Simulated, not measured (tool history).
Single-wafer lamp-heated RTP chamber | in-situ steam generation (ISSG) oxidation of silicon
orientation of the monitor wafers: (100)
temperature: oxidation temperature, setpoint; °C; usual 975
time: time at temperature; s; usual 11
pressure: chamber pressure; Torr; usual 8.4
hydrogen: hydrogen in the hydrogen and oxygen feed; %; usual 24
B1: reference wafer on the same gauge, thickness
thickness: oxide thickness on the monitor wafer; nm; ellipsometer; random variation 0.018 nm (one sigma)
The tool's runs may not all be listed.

run 1 hour=0 | temperature=975 time=11 pressure=8.4 hydrogen=24 | B1=4.237 | thickness=4.108
run 2 hour=17.2 | temperature=975 time=11 pressure=8.4 hydrogen=24 | B1=4.242 | thickness=4.107
run 3 hour=37.2 | temperature=975 time=11 pressure=8.4 hydrogen=24 | B1=4.243 | thickness=4.104
run 4 hour=67.8 | temperature=975 time=11 pressure=8.4 hydrogen=24 | B1=4.241 | thickness=4.138
run 5 hour=87.9 | temperature=975 time=11 pressure=8.4 hydrogen=24 | B1=4.236 | thickness=4.099
run 6 hour=110.2 | temperature=975 time=11 pressure=8.4 hydrogen=24 | B1=4.238 | thickness=4.097
run 7 hour=134.9 | temperature=975 time=11 pressure=8.4 hydrogen=24 | B1=4.247 | thickness=4.069
run 8 hour=166.3 | temperature=975 time=11 pressure=8.4 hydrogen=24 | B1=4.239 | thickness=4.1
-- hour=174.9 gauge calibrated
run 9 hour=193.5 | temperature=975 time=10 pressure=8.4 hydrogen=24 | B1=4.236 | thickness=3.958
run 10 hour=220.9 | temperature=975 time=11 pressure=8.4 hydrogen=24 | B1=4.243 | thickness=4.116
-- hour=251.9 pyrometer window cleaned and pyrometer calibrated
run 11 hour=252.9 | temperature=975 time=11 pressure=8.4 hydrogen=24 | B1=4.239 | thickness=4.097
run 12 hour=270.2 | temperature=975 time=11 pressure=8.4 hydrogen=24 | B1=4.247 | thickness=4.106
run 13 hour=291 | temperature=975 time=11 pressure=8.4 hydrogen=24 | B1=4.241 | thickness=4.101
run 14 hour=307.3 | temperature=975 time=9 pressure=8.4 hydrogen=28 | B1=4.238 | thickness=3.95
run 15 hour=334.1 | temperature=975 time=11 pressure=8.4 hydrogen=24 | B1=4.24 | thickness=4.09
run 16 hour=359.7 | temperature=975 time=11 pressure=8.4 hydrogen=24 | B1=4.241 | thickness=4.101
run 17 hour=385.6 | temperature=975 time=15 pressure=8.4 hydrogen=17 | B1=4.242 | thickness=4.325
run 18 hour=410.3 | temperature=975 time=11 pressure=7.1 hydrogen=28 | B1=4.241 | thickness=4.304
run 19 hour=432.1 | temperature=975 time=11 pressure=9.1 hydrogen=24 | B1=4.238 | thickness=4.084
run 20 hour=462.7 | temperature=993 time=11 pressure=9.2 hydrogen=24 | B1=4.239 | thickness=4.257
run 21 hour=489.7 | temperature=975 time=11 pressure=8.4 hydrogen=24 | B1=4.243 | thickness=4.085
-- hour=514.1 pressure gauge zeroed
run 22 hour=514.6 | temperature=975 time=15 pressure=9.2 hydrogen=14 | B1=4.24 | thickness=4.1
-- hour=530.1 hydrogen flow controller replaced
run 23 hour=530.6 | temperature=975 time=11 pressure=8.4 hydrogen=24 | B1=4.242 | thickness=4.079
run 24 hour=548.2 | temperature=982 time=10 pressure=8.4 hydrogen=24 | B1=4.243 | thickness=4.018
run 25 hour=576.7 | temperature=987 time=8 pressure=8.4 hydrogen=32 | B1=4.237 | thickness=4.062
run 26 hour=601.5 | temperature=975 time=11 pressure=8.4 hydrogen=20 | B1=4.244 | thickness=3.914
run 27 hour=632.4 | temperature=975 time=8 pressure=9.9 hydrogen=24 | B1=4.244 | thickness=3.55
run 28 hour=654.8 | temperature=990 time=11 pressure=8.4 hydrogen=21 | B1=4.237 | thickness=4.168
run 29 hour=687.1 | temperature=975 time=11 pressure=9.9 hydrogen=24 | B1=4.235 | thickness=3.988
run 30 hour=720 | temperature=983 time=11 pressure=8.4 hydrogen=30 | B1=4.242 | thickness=4.469
run 31 hour=734.2 | temperature=975 time=11 pressure=7.1 hydrogen=24 | B1=4.237 | thickness=4.119

Forecast each of these 4 alternatives for the next run:
run A hour=734.6 | temperature=982 time=11 pressure=8.4 hydrogen=24 | B1=? | thickness=?
run B hour=734.6 | temperature=975 time=14 pressure=7.3 hydrogen=24 | B1=? | thickness=?
run C hour=734.6 | temperature=959 time=15 pressure=7.5 hydrogen=24 | B1=? | thickness=?
run D hour=734.6 | temperature=975 time=11 pressure=8.4 hydrogen=29 | B1=? | thickness=?

run=A B1=4.239 thickness=4.178
run=B B1=4.239 thickness=4.516
run=C B1=4.239 thickness=4.429
run=D B1=4.239 thickness=4.309
Without the tool's hidden state the same runs would have given:
run=A thickness=4.178
run=B thickness=4.516
run=C thickness=4.429
run=D thickness=4.309
